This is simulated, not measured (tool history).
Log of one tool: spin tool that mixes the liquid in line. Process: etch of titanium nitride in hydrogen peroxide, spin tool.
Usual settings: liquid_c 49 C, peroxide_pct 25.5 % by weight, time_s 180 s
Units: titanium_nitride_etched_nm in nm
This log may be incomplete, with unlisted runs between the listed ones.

run,hour,liquid_c,peroxide_pct,time_s,wafers since the last listed run,hours since the thermometer was replaced,hours since the peroxide flow meter was replaced,hours since the heated supply line was repaired,hours since the drum of peroxide was connected,hours since the gauge calibration,"read-back film thickness of the titanium nitride reference wafer, read on the same gauge (nm)",titanium_nitride_etched_nm
1,0,49,25.5,180,0,6,1712.4,47.9,337.8,499.7,30.02,14.28
2,7.5,49,25.5,180,73,13.5,1719.9,55.4,345.3,507.2,29.99,14.25
3,16.5,49,25.5,180,88,22.5,1728.9,64.4,354.3,516.2,30.01,14.19
4,30.2,49,25.5,265,134,36.2,1742.6,78.1,368,529.9,29.99,20.97
5,45,49,25.5,125,145,51,1757.4,92.9,382.8,544.7,30,9.86
6,53,41.5,18,235,78,59,1765.4,100.9,390.8,552.7,29.99,9.9
7,61.5,49,25.5,180,83,67.5,1773.9,109.4,399.3,561.2,30.01,14.32
# hour 73.5: new drum of peroxide connected
8,74,49,28.5,180,113,80,1786.4,121.9,0.5,573.7,30,14.39
# hour 86.4: gauge calibrated
# hour 88.6: peroxide flow meter replaced
9,89.1,49,28.5,180,138,95.1,0.5,137,15.6,2.7,29.97,14.43
10,100.7,49,30,280,114,106.7,12.1,148.6,27.2,14.3,30,22.73
11,114.2,49,19.5,180,132,120.2,25.6,162.1,40.7,27.8,30,13.38
12,125,53,25.5,180,106,131,36.4,172.9,51.5,38.6,29.98,18.77
13,137.5,52,21.5,180,123,143.5,48.9,185.4,64,51.1,30.01,16.83
14,148.9,49,25.5,180,112,154.9,60.3,196.8,75.4,62.5,30.01,14.01
15,165.7,41.5,18,235,165,171.7,77.1,213.6,92.2,79.3,29.99,9.75
16,176.1,49,25.5,180,102,182.1,87.5,224,102.6,89.7,30.03,14
# hour 178.3: new drum of peroxide connected, repeated, since the last time left the tool worse
17,193.7,56,30,180,163,199.7,105.1,241.6,15.4,107.3,30,24.4
18,205,56.5,30,130,111,211,116.4,252.9,26.7,118.6,29.99,18.11
19,219.3,45.5,25.5,290,140,225.3,130.7,267.2,41,132.9,30,17.81
20,236,49,25.5,180,164,242,147.4,283.9,57.7,149.6,30.02,14.41
21,251,45,25.5,180,147,257,162.4,298.9,72.7,164.6,29.97,10.62
22,263.6,49,25.5,180,124,269.6,175,311.5,85.3,177.2,29.99,14.2
23,271.1,42,25.5,180,73,277.1,182.5,319,92.8,184.7,30.03,8.55
24,292.1,49,25.5,180,206,298.1,203.5,340,113.8,205.7,29.99,14.32

5 options for the next run, each taken on its own from the tool as it stands now. Forecast them:
A,292.6,49,25.5,180,4,298.6,204,340.5,114.3,206.2,?,?
B,292.6,42.5,30,180,4,298.6,204,340.5,114.3,206.2,?,?
C,292.6,55,18,250,4,298.6,204,340.5,114.3,206.2,?,?
D,292.6,40,25.5,125,4,298.6,204,340.5,114.3,206.2,?,?
E,292.6,41.5,21.5,240,4,298.6,204,340.5,114.3,206.2,?,?

run,"read-back film thickness of the titanium nitride reference wafer, read on the same gauge (nm)",titanium_nitride_etched_nm
A,30.03,14.39
B,30.03,9.21
C,30.03,28.46
D,30.03,5.1
E,30.03,10.58
With the hidden condition removed and each run's random variation left untouched, the same runs would have given:
run,titanium_nitride_etched_nm
A,14.46
B,9.25
C,28.58
D,5.12
E,10.63

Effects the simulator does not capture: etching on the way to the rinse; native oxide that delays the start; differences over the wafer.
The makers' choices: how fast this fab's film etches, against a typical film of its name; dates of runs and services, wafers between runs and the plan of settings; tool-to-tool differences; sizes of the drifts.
